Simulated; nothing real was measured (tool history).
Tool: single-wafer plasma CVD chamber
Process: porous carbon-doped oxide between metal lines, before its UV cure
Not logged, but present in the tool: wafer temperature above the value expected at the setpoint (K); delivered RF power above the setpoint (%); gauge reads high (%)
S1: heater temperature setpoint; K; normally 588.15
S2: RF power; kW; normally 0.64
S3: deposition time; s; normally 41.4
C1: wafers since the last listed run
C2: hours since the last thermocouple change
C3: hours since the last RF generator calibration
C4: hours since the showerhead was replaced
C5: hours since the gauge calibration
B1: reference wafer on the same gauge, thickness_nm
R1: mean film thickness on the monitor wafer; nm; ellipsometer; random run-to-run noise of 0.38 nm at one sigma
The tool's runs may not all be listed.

run,day,S1,S2,S3,C1,C2,C3,C4,C5,B1,R1
1,0,588.15,0.64,41.4,0,2215.1,2055.7,4456.1,90.6,235.964,237.639
2,0.629,588.15,0.64,41.4,282,2230.2,2070.8,4471.2,105.7,235.998,237.748
3,0.921,588.15,0.64,41.4,130,2237.2,2077.8,4478.2,112.7,236.041,237.237
4,1.312,595.15,0.64,41.4,175,2246.6,2087.2,4487.6,122.1,235.96,229.598
5,1.662,595.15,0.64,41.4,157,2255,2095.6,4496,130.5,235.979,229.15
6,2.238,588.15,0.64,41.4,258,2268.8,2109.4,4509.8,144.3,235.874,237.328
# day 3.188: RF generator calibrated
7,3.208,588.15,0.735,43.2,286,2292.1,0.5,4533.1,167.6,236.079,287.39
# day 4.467: showerhead replaced
8,4.488,588.15,0.735,43.2,424,2322.8,31.2,0.5,198.3,236.062,287.578
9,4.783,588.15,0.64,39.1,132,2329.9,38.3,7.6,205.4,236.016,237.004
# day 5.233: thermocouple changed; heater temperature recalibrated
10,5.412,588.15,0.64,39.1,132,4.3,53.4,22.7,220.5,236.055,236.034
11,6.083,588.15,0.55,47,301,20.4,69.5,38.8,236.6,235.953,253.339
# day 6.362: gauge calibrated
12,6.6,588.15,0.64,41.4,232,32.8,81.9,51.2,5.7,236.015,249.748
13,6.921,579.15,0.71,49,144,40.5,89.6,58.9,13.4,235.989,331.554
14,7.588,601.15,0.58,45.2,299,56.5,105.6,74.9,29.4,235.945,238.32
15,8.008,576.15,0.64,39.3,188,66.6,115.7,85,39.5,235.948,252.089
16,8.262,588.15,0.64,41.4,114,72.7,121.8,91.1,45.6,236.02,250.22
17,8.525,588.15,0.64,41.4,117,79,128.1,97.4,51.9,235.965,249.731
18,9.004,588.15,0.58,41.4,215,90.5,139.6,108.9,63.4,236.021,232.524
19,9.358,588.15,0.64,41.4,159,99,148.1,117.4,71.9,235.983,249.559
20,9.633,603.15,0.69,38.9,123,105.6,154.7,124,78.5,235.929,231.063
21,10.054,579.15,0.535,43.7,188,115.7,164.8,134.1,88.6,236.035,240.91
22,10.504,579.15,0.64,41.4,202,126.5,175.6,144.9,99.4,235.963,260.038

Hidden state, per run?
wafer temperature above the value expected at the setpoint (K): 0, the same for each run
gauge reads high (%): 0, the same for each run
H1: delivered RF power above the setpoint (%)
run,H1
1,-7.79
2,-7.85
3,-7.87
4,-7.91
5,-7.94
6,-7.99
7,-0.841
8,-0.955
9,-0.981
10,-1.04
11,-1.1
12,-1.14
13,-1.17
14,-1.23
15,-1.27
16,-1.29
17,-1.31
18,-1.36
19,-1.39
20,-1.41
21,-1.45
22,-1.49
